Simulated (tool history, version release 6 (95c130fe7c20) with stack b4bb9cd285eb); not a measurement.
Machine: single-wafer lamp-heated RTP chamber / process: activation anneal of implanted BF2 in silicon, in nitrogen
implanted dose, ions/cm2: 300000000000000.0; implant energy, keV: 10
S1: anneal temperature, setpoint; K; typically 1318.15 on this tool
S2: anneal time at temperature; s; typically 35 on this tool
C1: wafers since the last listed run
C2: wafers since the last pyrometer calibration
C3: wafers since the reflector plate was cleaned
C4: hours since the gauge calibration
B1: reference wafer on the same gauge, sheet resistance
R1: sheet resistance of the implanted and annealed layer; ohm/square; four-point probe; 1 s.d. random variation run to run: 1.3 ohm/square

run    hour       S1  S2    C1    C2    C3      C4      B1      R1
  1       0  1318.15  40     0  2191  4005   542.8  511.25  436.75
  2    64.7  1318.15  35   597  2788  4602   607.5  510.81  438.97
  3   135.3  1318.15  35   651  3440  5254   678.1  510.98  439.97
      178.8  -- reflector plate cleaned
      212.9  -- pyrometer window cleaned and pyrometer calibrated
  4   213.4  1338.15  31   573     4   245   756.2  511.34  436.53
  5   250.1  1318.15  35   338   343   584   792.9  510.88   445.7
  6   291.9  1300.15  35   385   728   969   834.7  510.71  452.77
  7   349.5  1318.15  35   531  1260  1501   892.3  510.77  441.12
  8   417.3  1318.15  35   625  1886  2127   960.1  510.67  445.73
  9   479.9  1318.15  35   577  2464  2704  1022.7  511.33  440.17
 10   520.6  1318.15  35   375  2839  3080  1063.4  510.23  442.51
 11   558.6  1311.15  35   350  3190  3431  1101.4  510.34  446.39
 12   606.8  1311.15  35   444  3635  3876  1149.6  510.51  445.34
      632.3  -- pyrometer window cleaned and pyrometer calibrated
 13   714.2  1318.15  46   917   755  4793    1257  511.37  435.08
 14   750.8  1318.15  46   337  1093  5131  1293.6  510.95  433.86
 15   855.5  1318.15  45   966  2060  6097  1398.3  510.71  431.74
 16     899  1318.15  48   401  2461  6499  1441.8   511.1  433.07
      988.6  -- reflector plate cleaned
 17   989.1  1318.15  35   757  3219     4  1531.9  510.25  438.07
 18  1031.8  1318.15  26   394  3613   398  1574.6  511.46  443.28
     1063.8  -- pyrometer window cleaned and pyrometer calibrated
     1111.5  -- gauge calibrated
 19  1121.4  1318.15  35   753   531  1151     9.9  510.45  437.72
     1256.2  -- reflector plate cleaned, repeated, since the last time left the tool worse
 20  1265.6  1329.15  41  1257  1788    86   154.1  510.38   434.5
 21  1325.5  1318.15  35   552  2341   639     214  511.21  445.07
 22  1373.1  1339.15  52   439  2781  1078   261.6  510.43     423
     1440.2  -- pyrometer window cleaned and pyrometer calibrated
 23  1461.5  1298.15  30   742   196  1820     350  510.68   459.6
 24    1499  1309.15  22   346   542  2166   387.5  510.88  459.45
 25  1600.5  1310.15  53   936  1479  3103     489     511  438.26
 26  1645.9  1318.15  35   419  1898  3522   534.4  511.21  443.48
 27  1741.8  1342.15  28   885  2783  4407   630.3   510.6  436.39
 28  1801.9  1318.15  35   554  3338  4962   690.4  510.52  442.53
     1869.4  -- pyrometer window cleaned and pyrometer calibrated
 29  1869.9  1318.15  43   553     4  5516   758.4  510.88  437.03
       1884  -- reflector plate cleaned
 30  1935.6  1299.15  17   532   537   476   824.1   510.8  469.27
 31  2041.1  1318.15  35   973  1511  1450   929.6  511.05  445.65
 32    2134  1290.15  26   857  2368  2307  1022.5  510.97  466.56
 33  2199.6  1318.15  35   605  2973  2912  1088.1  510.84  440.81

Run by run, hidden condition taken away, random variation retained:
What the log doesn't record here: true wafer temperature minus pyrometer reading, K; wafer temperature error from the tarnished reflector plate, K; gauge reads high (%).
run      R1
  1  438.73
  2  441.18
  3  442.44
  4  436.85
  5  446.24
  6  453.58
  7  442.02
  8  446.89
  9  441.54
 10  444.03
 11  448.18
 12  447.31
 13  437.27
 14  436.18
 15  434.41
 16   435.9
 17  442.82
 18  448.12
 19   442.9
 20  434.55
 21  445.35
 22  423.37
 23  460.54
 24  460.45
 25  439.63
 26  444.94
 27  437.81
 28  444.55
 29  439.27
 30  469.74
 31  446.45
 32     468
 33  442.17
